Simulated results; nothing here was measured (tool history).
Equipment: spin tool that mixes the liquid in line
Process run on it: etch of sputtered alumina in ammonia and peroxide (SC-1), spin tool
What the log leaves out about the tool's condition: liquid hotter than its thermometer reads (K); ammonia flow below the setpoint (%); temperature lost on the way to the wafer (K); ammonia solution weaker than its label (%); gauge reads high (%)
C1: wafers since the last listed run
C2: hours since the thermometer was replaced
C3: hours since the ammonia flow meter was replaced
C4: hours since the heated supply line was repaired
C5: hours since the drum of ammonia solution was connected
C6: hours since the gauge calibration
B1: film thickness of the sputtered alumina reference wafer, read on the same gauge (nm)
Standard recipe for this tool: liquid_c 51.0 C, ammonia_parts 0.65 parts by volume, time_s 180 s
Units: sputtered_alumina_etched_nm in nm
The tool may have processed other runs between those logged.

Run 1, hour 0.0: usual settings but ammonia_parts 0.45 parts by volume; C1 0; C2 1452.4; C3 500.2; C4 1355.0; C5 83.0; C6 162.2; B1 150.02. Result: sputtered_alumina_etched_nm 4.70 nm.
Run 2, hour 52.3: usual settings but ammonia_parts 0.45 parts by volume; C1 276; C2 1504.7; C3 552.5; C4 1407.3; C5 135.3; C6 214.5; B1 150.02. Result: sputtered_alumina_etched_nm 4.66 nm.
Run 3, hour 89.6: usual settings; C1 197; C2 1542.0; C3 589.8; C4 1444.6; C5 172.6; C6 251.8; B1 149.98. Result: sputtered_alumina_etched_nm 4.85 nm.
At hour 101.8: ammonia flow meter replaced.
At hour 104.8: gauge calibrated.
Run 4, hour 105.0: usual settings; C1 76; C2 1557.4; C3 3.2; C4 1460.0; C5 188.0; C6 0.2; B1 149.95. Result: sputtered_alumina_etched_nm 4.87 nm.
Run 5, hour 135.5: usual settings; C1 161; C2 1587.9; C3 33.7; C4 1490.5; C5 218.5; C6 30.7; B1 150.02. Result: sputtered_alumina_etched_nm 4.82 nm.
At hour 137.7: thermometer replaced.
Run 6, hour 143.4: usual settings but liquid_c 48.5 C, ammonia_parts 0.55 parts by volume; C1 36; C2 5.7; C3 41.6; C4 1498.4; C5 226.4; C6 38.6; B1 150.02. Result: sputtered_alumina_etched_nm 4.09 nm.
Run 7, hour 150.8: usual settings but liquid_c 48.5 C; C1 39; C2 13.1; C3 49.0; C4 1505.8; C5 233.8; C6 46.0; B1 149.98. Result: sputtered_alumina_etched_nm 4.11 nm.
At hour 153.9: new drum of ammonia solution connected.
Run 8, hour 168.6: usual settings but liquid_c 48.5 C; C1 88; C2 30.9; C3 66.8; C4 1523.6; C5 14.7; C6 63.8; B1 150.00. Result: sputtered_alumina_etched_nm 4.13 nm.
Run 9, hour 178.4: usual settings but liquid_c 48.5 C; C1 51; C2 40.7; C3 76.6; C4 1533.4; C5 24.5; C6 73.6; B1 149.98. Result: sputtered_alumina_etched_nm 4.19 nm.
Run 10, hour 195.4: usual settings but liquid_c 48.5 C; C1 90; C2 57.7; C3 93.6; C4 1550.4; C5 41.5; C6 90.6; B1 149.95. Result: sputtered_alumina_etched_nm 4.13 nm.
Run 11, hour 202.6: usual settings; C1 38; C2 64.9; C3 100.8; C4 1557.6; C5 48.7; C6 97.8; B1 150.02. Result: sputtered_alumina_etched_nm 4.79 nm.
Run 12, hour 212.2: usual settings but ammonia_parts 0.90 parts by volume, time_s 215 s; C1 50; C2 74.5; C3 110.4; C4 1567.2; C5 58.3; C6 107.4; B1 150.02. Result: sputtered_alumina_etched_nm 5.81 nm.
At hour 251.8: heated supply line repaired.
Run 13, hour 253.0: usual settings but liquid_c 55.0 C, ammonia_parts 0.40 parts by volume, time_s 220 s; C1 210; C2 115.3; C3 151.2; C4 1.2; C5 99.1; C6 148.2; B1 150.00. Result: sputtered_alumina_etched_nm 9.04 nm.
Run 14, hour 263.3: usual settings; C1 54; C2 125.6; C3 161.5; C4 11.5; C5 109.4; C6 158.5; B1 150.00. Result: sputtered_alumina_etched_nm 6.17 nm.
Run 15, hour 277.1: usual settings but ammonia_parts 0.45 parts by volume; C1 73; C2 139.4; C3 175.3; C4 25.3; C5 123.2; C6 172.3; B1 149.98. Result: sputtered_alumina_etched_nm 5.95 nm.
Run 16, hour 284.0: usual settings but liquid_c 57.5 C, time_s 275 s; C1 36; C2 146.3; C3 182.2; C4 32.2; C5 130.1; C6 179.2; B1 149.97. Result: sputtered_alumina_etched_nm 13.41 nm.
Run 17, hour 297.7: usual settings but liquid_c 56.5 C; C1 72; C2 160.0; C3 195.9; C4 45.9; C5 143.8; C6 192.9; B1 150.00. Result: sputtered_alumina_etched_nm 8.26 nm.
Run 18, hour 313.8: usual settings but time_s 255 s; C1 85; C2 176.1; C3 212.0; C4 62.0; C5 159.9; C6 209.0; B1 150.01. Result: sputtered_alumina_etched_nm 8.85 nm.
Run 19, hour 323.1: usual settings but liquid_c 57.5 C, ammonia_parts 0.80 parts by volume, time_s 115 s; C1 49; C2 185.4; C3 221.3; C4 71.3; C5 169.2; C6 218.3; B1 150.03. Result: sputtered_alumina_etched_nm 5.66 nm.

Hidden state or all else? Some run-to-run changes of sputtered_alumina_etched_nm, split into what the settings, what came in and random variation would give without the hidden state, and what is left for the hidden state (with any gauge scatter that isn't in both results):
Run 12 -> 13: liquid_c 51.0 -> 55.0, ammonia_parts 0.90 -> 0.40, time_s 215 -> 220, heated supply line repaired. sputtered_alumina_etched_nm +3.23 nm: hidden state +1.76, all else +1.47.
Run 15 -> 16: liquid_c 51.0 -> 57.5, ammonia_parts 0.45 -> 0.65, time_s 180 -> 275. sputtered_alumina_etched_nm +7.46 nm: hidden state -0.07, all else +7.53.
